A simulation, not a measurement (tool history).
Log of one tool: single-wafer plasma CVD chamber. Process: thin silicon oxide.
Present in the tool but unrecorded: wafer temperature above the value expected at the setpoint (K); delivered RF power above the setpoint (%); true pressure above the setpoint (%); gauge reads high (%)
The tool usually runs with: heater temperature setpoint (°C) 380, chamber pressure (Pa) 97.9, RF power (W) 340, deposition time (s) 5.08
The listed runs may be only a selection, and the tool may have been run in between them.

run	day	heater temperature setpoint (°C)	chamber pressure (Pa)	RF power (W)	deposition time (s)	wafers since the last listed run	hours since the last thermocouple change	hours since the last RF generator calibration	hours since the last manometer calibration	hours since the showerhead was replaced	hours since the gauge calibration	read-back reference wafer on the same gauge, thickness_nm	mean film thickness on the monitor wafer (Å)
1	0.000	380	97.9	340	5.08	0	1947.8	789.8	2799.2	6601.4	258.6	7.806	92.03
2	2.388	380	97.9	340	4.58	2050	2005.1	847.1	2856.5	6658.7	315.9	7.816	84.03
3	4.738	380	97.9	340	4.58	2018	2061.5	903.5	2912.9	6715.1	372.3	7.824	82.73
4	6.392	380	97.9	375	5.08	1420	2101.2	943.2	2952.6	6754.8	412.0	7.838	95.83
5	8.162	380	97.9	375	5.08	1520	2143.7	985.7	2995.1	6797.3	454.5	7.819	94.74
# day 9.296: capacitance manometer re-zeroed and calibrated
6	10.679	380	97.9	375	5.08	1875	2204.1	1046.1	33.2	6857.7	514.9	7.798	94.88
7	12.917	380	97.9	340	4.82	1921	2257.8	1099.8	86.9	6911.4	568.6	7.835	87.56
8	15.200	380	97.9	340	4.82	1960	2312.6	1154.6	141.7	6966.2	623.4	7.820	87.97
9	17.608	380	97.9	340	5.77	2068	2370.4	1212.4	199.5	7024.0	681.2	7.814	104.41
10	18.962	380	105.6	340	5.08	1162	2402.9	1244.9	232.0	7056.5	713.7	7.812	98.89
11	19.967	380	105.6	340	5.08	862	2427.0	1269.0	256.1	7080.6	737.8	7.823	100.15
# day 21.171: thermocouple changed; heater temperature recalibrated
12	21.917	380	97.9	340	4.36	1388	17.9	1315.8	302.9	7127.4	784.6	7.808	79.30
13	23.500	365	107.5	405	4.71	1359	55.9	1353.8	340.9	7165.4	822.6	7.810	99.85
14	25.658	380	97.9	340	5.08	1853	107.7	1405.6	392.7	7217.2	874.4	7.820	92.79
15	27.038	372	97.9	400	5.08	1184	140.8	1438.7	425.8	7250.3	907.5	7.819	97.95
16	28.225	380	97.9	340	5.08	1019	169.3	1467.2	454.3	7278.8	936.0	7.823	92.29
17	30.550	380	97.9	275	5.36	1996	225.1	1523.0	510.1	7334.6	991.8	7.816	90.69
# day 32.204: gauge calibrated
18	32.558	380	97.9	375	5.08	1724	273.3	1571.2	558.3	7382.8	8.5	7.816	95.91
19	34.388	376	118.4	340	5.42	1570	317.2	1615.1	602.2	7426.7	52.4	7.804	117.57
20	36.596	384	109.5	275	6.05	1896	370.2	1668.1	655.2	7479.7	105.4	7.808	114.01
# day 37.567: RF generator calibrated
21	37.662	367	97.9	340	5.86	629	395.8	2.3	680.8	7505.3	131.0	7.824	107.66
# day 39.683: showerhead replaced
22	40.196	366	91.1	340	5.65	1889	456.6	63.1	741.6	12.3	191.8	7.799	97.04
23	42.033	380	97.9	340	5.08	1578	500.7	107.2	785.7	56.4	235.9	7.822	92.02
24	43.733	380	97.9	340	5.08	1460	541.5	148.0	826.5	97.2	276.7	7.805	92.61
25	44.875	380	97.9	315	5.08	980	568.9	175.4	853.9	124.6	304.1	7.806	90.38
26	46.404	373	87.7	340	5.08	1313	605.6	212.1	890.6	161.3	340.8	7.812	83.30
27	49.088	380	97.9	370	5.08	2304	670.0	276.5	955.0	225.7	405.2	7.817	94.21
28	51.817	380	97.9	340	5.08	2343	735.5	342.0	1020.5	291.2	470.7	7.830	92.19

For run 29, what comes out?
29	53.733	374	97.9	375	5.83	1646	781.5	388.0	1066.5	337.2	516.7	?	?

Run 29 came out at read-back reference wafer on the same gauge, thickness_nm 7.805, mean film thickness on the monitor wafer (Å) 110.66.
With no hidden state in the tool, this same run would have given mean film thickness on the monitor wafer (Å) 110.66.
